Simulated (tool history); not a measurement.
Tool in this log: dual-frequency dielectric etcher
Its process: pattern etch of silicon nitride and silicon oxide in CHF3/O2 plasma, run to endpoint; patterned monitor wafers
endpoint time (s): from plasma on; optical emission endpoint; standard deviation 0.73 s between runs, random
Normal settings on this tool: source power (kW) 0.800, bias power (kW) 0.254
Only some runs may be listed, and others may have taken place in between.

run	day	source power (kW)	bias power (kW)	wafers since the last listed run	hours since the last wet clean	hours since the last source power generator calibration	hours since the last bias power generator calibration	hours since the last upper electrode change	incoming incoming film thickness, nm	endpoint time (s)
1	0.000	0.800	0.216	0	160.0	4660.7	2539.8	5101.2	309.6	189.0
2	0.658	0.800	0.216	77	175.8	4676.5	2555.6	5117.0	305.4	185.5
3	2.067	0.800	0.216	164	209.6	4710.3	2589.4	5150.8	305.6	186.1
4	6.500	0.800	0.254	519	316.0	4816.7	2695.8	5257.2	311.3	178.3
5	7.033	0.800	0.254	62	328.8	4829.5	2708.6	5270.0	308.8	176.7
# day 8.458: upper electrode replaced
# day 9.333: wet clean of the chamber
6	9.354	0.800	0.254	52	0.5	4885.2	2764.3	21.5	304.2	174.9
7	9.371	0.800	0.254	1	0.9	4885.6	2764.7	21.9	310.1	178.4
8	10.708	0.800	0.207	156	33.0	4917.7	2796.8	54.0	307.6	189.9
# day 12.567: source power generator calibrated
9	12.704	0.800	0.207	214	80.9	3.3	2844.7	101.9	308.4	191.2
10	13.746	0.800	0.254	122	105.9	28.3	2869.7	126.9	305.7	177.2
11	14.946	0.800	0.254	140	134.7	57.1	2898.5	155.7	308.1	178.1
12	15.900	0.800	0.254	111	157.6	80.0	2921.4	178.6	312.0	179.6
13	16.996	0.800	0.254	128	183.9	106.3	2947.7	204.9	307.1	176.7
# day 18.233: bias power generator calibrated
14	18.254	0.800	0.254	127	214.1	136.5	0.5	235.1	307.1	177.5
15	19.304	0.700	0.216	123	239.3	161.7	25.7	260.3	308.9	204.3
16	20.471	0.640	0.294	136	267.3	189.7	53.7	288.3	308.1	189.5
17	21.817	0.720	0.254	157	299.6	222.0	86.0	320.6	305.3	186.1
18	22.871	0.700	0.318	123	324.9	247.3	111.3	345.9	309.5	175.7
19	23.621	0.900	0.220	87	342.9	265.3	129.3	363.9	309.7	175.6
# day 24.783: wet clean of the chamber
20	24.804	0.650	0.254	21	0.5	293.7	157.7	392.3	309.2	200.0
21	24.829	0.610	0.306	2	1.1	294.3	158.3	392.9	306.9	192.6
22	26.221	0.640	0.254	163	34.5	327.7	191.7	426.3	308.9	201.0
23	26.917	0.800	0.280	81	51.2	344.4	208.4	443.0	309.1	172.0
24	28.042	0.800	0.233	131	78.2	371.4	235.4	470.0	306.9	182.6
25	28.917	0.800	0.191	102	99.2	392.4	256.4	491.0	307.5	196.2
26	29.692	0.800	0.286	90	117.8	411.0	275.0	509.6	309.4	170.4
27	30.867	0.710	0.274	137	146.0	439.2	303.2	537.8	306.8	183.0
28	32.342	0.800	0.271	172	181.4	474.6	338.6	573.2	303.8	168.8
29	33.183	0.800	0.254	98	201.6	494.8	358.8	593.4	309.1	179.7
30	34.371	0.800	0.223	139	230.1	523.3	387.3	621.9	308.9	186.7
31	34.896	0.800	0.254	61	242.7	535.9	399.9	634.5	310.1	179.4
32	38.125	0.930	0.306	378	320.2	613.4	477.4	712.0	308.8	151.8
33	39.017	0.950	0.275	104	341.6	634.8	498.8	733.4	309.0	157.0
34	39.538	0.680	0.210	61	354.1	647.3	511.3	745.9	306.2	206.8
# day 41.071: wet clean of the chamber
35	41.092	0.800	0.254	64	0.5	684.6	548.6	783.2	307.3	176.3
36	41.250	0.800	0.286	18	4.3	688.4	552.4	787.0	309.8	170.1

Here are 3 independent what-if runs from the current tool condition. What would each one return?
A	41.271	0.800	0.254	2	4.8	688.9	552.9	787.5	308.2	?
B	41.271	0.880	0.210	2	4.8	688.9	552.9	787.5	308.2	?
C	41.271	0.890	0.254	2	4.8	688.9	552.9	787.5	308.2	?

run	endpoint time (s)
A	177.2
B	180.8
C	167.6
Take away the tool's hidden state, keep each run's random variation, and the runs would have read:
run	endpoint time (s)
A	177.2
B	180.8
C	167.6
